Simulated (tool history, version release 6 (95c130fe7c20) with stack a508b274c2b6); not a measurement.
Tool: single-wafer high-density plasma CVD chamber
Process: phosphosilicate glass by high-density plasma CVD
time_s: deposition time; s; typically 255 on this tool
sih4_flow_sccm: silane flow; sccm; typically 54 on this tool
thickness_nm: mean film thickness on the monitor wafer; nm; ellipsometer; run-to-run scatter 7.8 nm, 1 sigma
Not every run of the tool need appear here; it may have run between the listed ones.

| run | hour | time_s | sih4_flow_sccm | read-back reference wafer on the same gauge, thickness_nm | thickness_nm |
|---|---|---|---|---|---|
| 1 | 0 | 255 | 54 | 1544.996 | 1293.246 |
| 2 | 45.3 | 288 | 54 | 1535.598 | 1459.536 |
| 3 | 69.6 | 288 | 54 | 1538.407 | 1451.03 |
| 4 | 109 | 255 | 60 | 1539.658 | 1446.233 |
| 5 | 149.4 | 255 | 60 | 1538.83 | 1449.192 |
| 6 | 210.9 | 255 | 60 | 1543.111 | 1446.169 |
| 7 | 260.9 | 255 | 54 | 1538.135 | 1303.608 |
|  | 286.2 | gauge calibrated |
| 8 | 306.8 | 255 | 54 | 1537.587 | 1286.728 |
| 9 | 376.2 | 279 | 54 | 1536.159 | 1412.803 |
| 10 | 446.4 | 279 | 54 | 1541.905 | 1400.725 |
| 11 | 512.3 | 255 | 54 | 1543.643 | 1276.517 |
| 12 | 568.4 | 255 | 54 | 1537.417 | 1265.119 |
| 13 | 616.5 | 255 | 54 | 1540.988 | 1290.222 |
| 14 | 671.4 | 291 | 54 | 1539.943 | 1456.493 |
| 15 | 735.6 | 291 | 54 | 1537.463 | 1461.137 |
| 16 | 802 | 255 | 54 | 1538.988 | 1277.907 |
| 17 | 861.9 | 255 | 54 | 1540.563 | 1264.394 |
| 18 | 909.4 | 255 | 54 | 1541.241 | 1280.323 |
| 19 | 977.2 | 238 | 54 | 1539.245 | 1168.52 |
| 20 | 1041.9 | 238 | 54 | 1540.891 | 1176.291 |
| 21 | 1099.2 | 238 | 54 | 1540.712 | 1171.522 |
| 22 | 1141.7 | 255 | 54 | 1538.287 | 1263.802 |
| 23 | 1177.5 | 255 | 54 | 1538.808 | 1252.924 |
| 24 | 1219.7 | 233 | 62 | 1535.272 | 1315.829 |
| 25 | 1260.1 | 235 | 46 | 1540.567 | 968.45 |
|  | 1324.8 | silane flow controller replaced |
| 26 | 1325.3 | 255 | 51 | 1537.241 | 1278.765 |
| 27 | 1364.3 | 206 | 61 | 1537.627 | 1228.777 |
| 28 | 1400.1 | 221 | 54 | 1540.98 | 1167.502 |
| 29 | 1457.8 | 285 | 46 | 1539.153 | 1285.619 |
| 30 | 1592.3 | 217 | 54 | 1541.087 | 1138.723 |
| 31 | 1616.4 | 255 | 54 | 1542.645 | 1351.294 |
| 32 | 1686.9 | 295 | 54 | 1538.282 | 1571.819 |
| 33 | 1734.3 | 272 | 61 | 1538.825 | 1618.914 |
| 34 | 1771.4 | 255 | 54 | 1544.027 | 1357.412 |
| 35 | 1821.2 | 242 | 51 | 1540.933 | 1210.704 |
| 36 | 1870.3 | 223 | 61 | 1538.22 | 1341.682 |
| 37 | 1913.2 | 210 | 65 | 1541.536 | 1338.222 |
|  | 1917.7 | gauge calibrated |
| 38 | 2020.2 | 255 | 54 | 1539.506 | 1349.59 |
| 39 | 2087.6 | 273 | 59 | 1541.993 | 1568.184 |
| 40 | 2112.9 | 295 | 54 | 1538.863 | 1558.348 |
| 41 | 2173.8 | 296 | 51 | 1541.717 | 1472.376 |
| 42 | 2238.2 | 273 | 60 | 1539.099 | 1598.696 |
| 43 | 2305.2 | 275 | 51 | 1541.308 | 1370.932 |
| 44 | 2353.3 | 255 | 46 | 1540.942 | 1152.476 |
| 45 | 2384.8 | 303 | 54 | 1541.834 | 1594.887 |
| 46 | 2424.1 | 255 | 50 | 1539.207 | 1249.338 |
| 47 | 2458.3 | 215 | 58 | 1537.803 | 1219.704 |

The same runs without the tool's hidden state, with the same run-to-run variation:
Hidden conditions of the tool in this case: delivered silane flow above the setpoint (%); gauge reads high (%).
| run | thickness_nm |
|---|---|
| 1 | 1350.02 |
| 2 | 1525.368 |
| 3 | 1517.428 |
| 4 | 1513.965 |
| 5 | 1518.685 |
| 6 | 1518.029 |
| 7 | 1370.265 |
| 8 | 1354.258 |
| 9 | 1489.893 |
| 10 | 1480.183 |
| 11 | 1351.584 |
| 12 | 1341.805 |
| 13 | 1370.469 |
| 14 | 1549.756 |
| 15 | 1557.9 |
| 16 | 1365.499 |
| 17 | 1353.762 |
| 18 | 1373.025 |
| 19 | 1256.06 |
| 20 | 1267.294 |
| 21 | 1264.748 |
| 22 | 1366.479 |
| 23 | 1356.499 |
| 24 | 1426.839 |
| 25 | 1051.749 |
| 26 | 1283.158 |
| 27 | 1233.006 |
| 28 | 1171.541 |
| 29 | 1290.132 |
| 30 | 1142.981 |
| 31 | 1356.424 |
| 32 | 1578.094 |
| 33 | 1625.63 |
| 34 | 1363.226 |
| 35 | 1216.132 |
| 36 | 1347.989 |
| 37 | 1344.79 |
| 38 | 1357.004 |
| 39 | 1577.456 |
| 40 | 1567.823 |
| 41 | 1481.956 |
| 42 | 1609.873 |
| 43 | 1381.261 |
| 44 | 1161.637 |
| 45 | 1608.014 |
| 46 | 1260.076 |
| 47 | 1230.587 |

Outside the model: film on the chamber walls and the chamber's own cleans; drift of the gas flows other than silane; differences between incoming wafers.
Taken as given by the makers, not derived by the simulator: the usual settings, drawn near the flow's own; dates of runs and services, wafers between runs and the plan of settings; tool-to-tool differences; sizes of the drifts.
